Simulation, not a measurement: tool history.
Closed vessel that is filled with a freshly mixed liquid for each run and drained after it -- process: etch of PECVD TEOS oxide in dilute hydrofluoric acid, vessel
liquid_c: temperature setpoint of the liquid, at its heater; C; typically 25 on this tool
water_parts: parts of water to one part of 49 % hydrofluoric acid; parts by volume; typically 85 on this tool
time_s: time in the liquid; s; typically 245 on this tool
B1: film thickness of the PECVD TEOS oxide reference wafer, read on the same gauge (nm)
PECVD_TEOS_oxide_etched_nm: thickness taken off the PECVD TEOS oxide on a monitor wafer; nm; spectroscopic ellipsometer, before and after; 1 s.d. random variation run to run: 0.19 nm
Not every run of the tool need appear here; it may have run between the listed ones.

Run 1, hour 0: usual settings but liquid_c 27.5 C; B1 139.95. Result: PECVD_TEOS_oxide_etched_nm 41.46 nm.
Run 2, hour 32.7: usual settings; B1 140. Result: PECVD_TEOS_oxide_etched_nm 37.82 nm.
Run 3, hour 66.4: usual settings; B1 139.99. Result: PECVD_TEOS_oxide_etched_nm 38.53 nm.
Run 4, hour 99.9: usual settings; B1 139.99. Result: PECVD_TEOS_oxide_etched_nm 38.08 nm.
Run 5, hour 130.8: usual settings but water_parts 65 parts by volume; B1 139.98. Result: PECVD_TEOS_oxide_etched_nm 51.53 nm.
Run 6, hour 162.3: usual settings but water_parts 65 parts by volume; B1 139.99. Result: PECVD_TEOS_oxide_etched_nm 52.38 nm.
Run 7, hour 185.4: usual settings; B1 139.99. Result: PECVD_TEOS_oxide_etched_nm 38.47 nm.
Run 8, hour 214.5: usual settings; B1 139.99. Result: PECVD_TEOS_oxide_etched_nm 38.63 nm.
Run 9, hour 230.7: usual settings; B1 139.96. Result: PECVD_TEOS_oxide_etched_nm 38.49 nm.
Run 10, hour 242.7: usual settings; B1 140.03. Result: PECVD_TEOS_oxide_etched_nm 38.83 nm.
Run 11, hour 276.2: usual settings but liquid_c 22 C, time_s 165 s; B1 140. Result: PECVD_TEOS_oxide_etched_nm 23.43 nm.
At hour 289.3: hydrofluoric acid flow meter replaced.
Run 12, hour 299.2: usual settings but water_parts 45 parts by volume, time_s 365 s; B1 140. Result: PECVD_TEOS_oxide_etched_nm 103.7 nm.
Run 13, hour 315.5: usual settings but liquid_c 28 C, water_parts 50 parts by volume, time_s 120 s; B1 140.04. Result: PECVD_TEOS_oxide_etched_nm 34.22 nm.
Run 14, hour 337.6: usual settings but water_parts 115 parts by volume, time_s 150 s; B1 140. Result: PECVD_TEOS_oxide_etched_nm 15.32 nm.
Run 15, hour 359.3: usual settings but liquid_c 20 C; B1 140.02. Result: PECVD_TEOS_oxide_etched_nm 28.82 nm.
Run 16, hour 394.8: usual settings; B1 139.99. Result: PECVD_TEOS_oxide_etched_nm 35.29 nm.
Run 17, hour 449.7: usual settings; B1 139.98. Result: PECVD_TEOS_oxide_etched_nm 35.24 nm.
Run 18, hour 466.5: usual settings but liquid_c 29.5 C, water_parts 65 parts by volume; B1 140. Result: PECVD_TEOS_oxide_etched_nm 57 nm.
At hour 470.8: thermometer replaced.
At hour 480.1: gauge calibrated.
Run 19, hour 499.7: usual settings but liquid_c 23.5 C, water_parts 60 parts by volume, time_s 335 s; B1 139.98. Result: PECVD_TEOS_oxide_etched_nm 61.42 nm.
Run 20, hour 513.3: usual settings but liquid_c 29.5 C, time_s 365 s; B1 139.98. Result: PECVD_TEOS_oxide_etched_nm 58.26 nm.
Run 21, hour 547.6: usual settings; B1 139.99. Result: PECVD_TEOS_oxide_etched_nm 32.67 nm.
Run 22, hour 581.3: usual settings but water_parts 105 parts by volume; B1 139.98. Result: PECVD_TEOS_oxide_etched_nm 26.28 nm.

Expected results for the next run?
Run 23, hour 609.8: usual settings but water_parts 45 parts by volume, time_s 140 s; B1 ?. Result: PECVD_TEOS_oxide_etched_nm ?.

B1: 140.01
PECVD_TEOS_oxide_etched_nm: 37.47 nm
If the tool had no hidden condition, the same run with the same run-to-run variation would have returned PECVD_TEOS_oxide_etched_nm 35.35 nm.
